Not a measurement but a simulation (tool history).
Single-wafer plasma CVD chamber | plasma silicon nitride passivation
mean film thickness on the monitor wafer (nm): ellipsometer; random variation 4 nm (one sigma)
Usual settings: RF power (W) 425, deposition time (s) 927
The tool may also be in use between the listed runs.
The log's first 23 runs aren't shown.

run    hour  RF power (W)  deposition time (s)  read-back reference wafer on the same gauge, thickness_nm  mean film thickness on the monitor wafer (nm)
 24  1617.2           450                 1063                                                   1178.351                                       1543.919
 25  1702.7           455                  864                                                   1181.054                                       1259.416
     1775.7  -- gauge calibrated
     1801.5  -- RF generator calibrated
 26  1803.3           425                  927                                                   1179.881                                       1340.696
 27  1876.2           425                  927                                                   1179.790                                       1331.777
 28  1973.8           345                 1028                                                   1180.061                                       1293.348
 29  2026.2           340                  927                                                   1178.445                                       1154.951
 30  2097.1           425                  927                                                   1180.836                                       1337.934
 31  2400.2           425                  927                                                   1180.862                                       1330.754

Forecast each of these 5 alternatives for the next run:
  A  2400.9           425                  876                                                          ?                                              ?
  B  2400.9           455                 1012                                                          ?                                              ?
  C  2400.9           490                 1111                                                          ?                                              ?
  D  2400.9           495                 1112                                                          ?                                              ?
  E  2400.9           345                  783                                                          ?                                              ?

run  read-back reference wafer on the same gauge, thickness_nm  mean film thickness on the monitor wafer (nm)
  A                                                   1180.470                                       1261.758
  B                                                   1180.470                                       1513.200
  C                                                   1180.470                                       1726.354
  D                                                   1180.470                                       1736.764
  E                                                   1180.470                                        989.203
Without the tool's hidden state the same runs would have given:
run  mean film thickness on the monitor wafer (nm)
  A                                       1267.529
  B                                       1520.121
  C                                       1734.251
  D                                       1744.708
  E                                        993.728
